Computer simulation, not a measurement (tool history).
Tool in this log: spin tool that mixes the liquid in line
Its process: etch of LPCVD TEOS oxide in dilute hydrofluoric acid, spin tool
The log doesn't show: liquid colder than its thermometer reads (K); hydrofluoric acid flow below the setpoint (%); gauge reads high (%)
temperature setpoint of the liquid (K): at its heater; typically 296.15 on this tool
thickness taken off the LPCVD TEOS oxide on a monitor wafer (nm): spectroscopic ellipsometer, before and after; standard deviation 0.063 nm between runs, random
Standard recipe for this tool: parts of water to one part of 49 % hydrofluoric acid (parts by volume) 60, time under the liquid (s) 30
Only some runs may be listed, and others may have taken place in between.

run	hour	temperature setpoint of the liquid (K)	parts of water to one part of 49 % hydrofluoric acid (parts by volume)	time under the liquid (s)	wafers since the last listed run	hours since the thermometer was replaced	hours since the hydrofluoric acid flow meter was replaced	hours since the gauge calibration	read-back film thickness of the LPCVD TEOS oxide reference wafer, read on the same gauge (nm)	thickness taken off the LPCVD TEOS oxide on a monitor wafer (nm)
1	0.0	300.15	60	30	0	1139.3	1358.0	20.2	60.02	14.43
2	8.6	300.15	60	30	154	1147.9	1366.6	28.8	59.99	14.31
3	16.0	296.15	60	30	132	1155.3	1374.0	36.2	60.00	12.07
4	31.5	296.15	60	30	277	1170.8	1389.5	51.7	59.99	12.12
5	38.7	298.65	60	30	128	1178.0	1396.7	58.9	60.01	13.39
6	51.7	296.15	40	30	232	1191.0	1409.7	71.9	60.03	18.51
7	65.8	296.15	40	30	252	1205.1	1423.8	86.0	59.99	18.47
8	72.6	296.15	60	30	121	1211.9	1430.6	92.8	60.01	12.15
9	85.9	296.15	55	30	238	1225.2	1443.9	106.1	60.00	13.11
10	93.8	296.15	55	30	141	1233.1	1451.8	114.0	60.06	13.14
11	109.8	295.15	60	30	286	1249.1	1467.8	130.0	59.98	11.45
12	123.3	296.15	60	30	241	1262.6	1481.3	143.5	60.01	11.98
13	154.5	296.15	60	30	558	1293.8	1512.5	174.7	60.00	11.93
14	167.5	296.15	60	25	232	1306.8	1525.5	187.7	59.99	10.00
15	182.3	296.15	60	25	265	1321.6	1540.3	202.5	59.97	9.87
# hour 183.2: gauge calibrated
16	196.2	296.15	40	15	248	1335.5	1554.2	13.0	60.03	9.08
17	202.6	296.15	60	30	114	1341.9	1560.6	19.4	60.00	11.79
18	219.6	298.15	60	30	304	1358.9	1577.6	36.4	59.98	12.90
19	242.6	293.15	90	30	411	1381.9	1600.6	59.4	60.02	6.74
# hour 248.3: thermometer replaced
20	250.4	296.15	60	25	121	2.1	1608.4	67.2	60.05	10.93
21	256.8	296.15	70	30	114	8.5	1614.8	73.6	60.03	11.04
# hour 268.5: hydrofluoric acid flow meter replaced
22	270.6	296.15	60	45	229	22.3	2.1	87.4	60.04	21.64
23	283.5	296.15	60	30	231	35.2	15.0	100.3	60.02	14.38
24	295.8	293.15	60	40	220	47.5	27.3	112.6	60.06	16.94
25	308.7	291.65	90	45	231	60.4	40.2	125.5	60.01	11.49
26	322.9	291.65	70	30	254	74.6	54.4	139.7	59.99	10.04
27	372.5	296.15	60	30	888	124.2	104.0	189.3	60.01	14.22
28	389.1	296.15	60	30	297	140.8	120.6	205.9	60.05	14.21
# hour 397.9: gauge calibrated
29	406.8	296.15	80	20	317	158.5	138.3	8.9	59.97	6.92
30	421.8	301.15	60	30	268	173.5	153.3	23.9	59.99	17.39

Each row is a separate what-if for the run after 30, all from the same tool condition, not one after another. Results?
A	422.2	296.15	60	35	7	173.9	153.7	24.3	?	?
B	422.2	292.15	60	30	7	173.9	153.7	24.3	?	?
C	422.2	298.65	50	25	7	173.9	153.7	24.3	?	?
D	422.2	293.65	40	45	7	173.9	153.7	24.3	?	?

run	read-back film thickness of the LPCVD TEOS oxide reference wafer, read on the same gauge (nm)	thickness taken off the LPCVD TEOS oxide on a monitor wafer (nm)
A	60.03	16.54
B	60.03	11.99
C	60.03	15.92
D	60.03	29.44
Take away the tool's hidden state, keep each run's random variation, and the runs would have read:
run	thickness taken off the LPCVD TEOS oxide on a monitor wafer (nm)
A	16.98
B	12.31
C	16.34
D	30.24
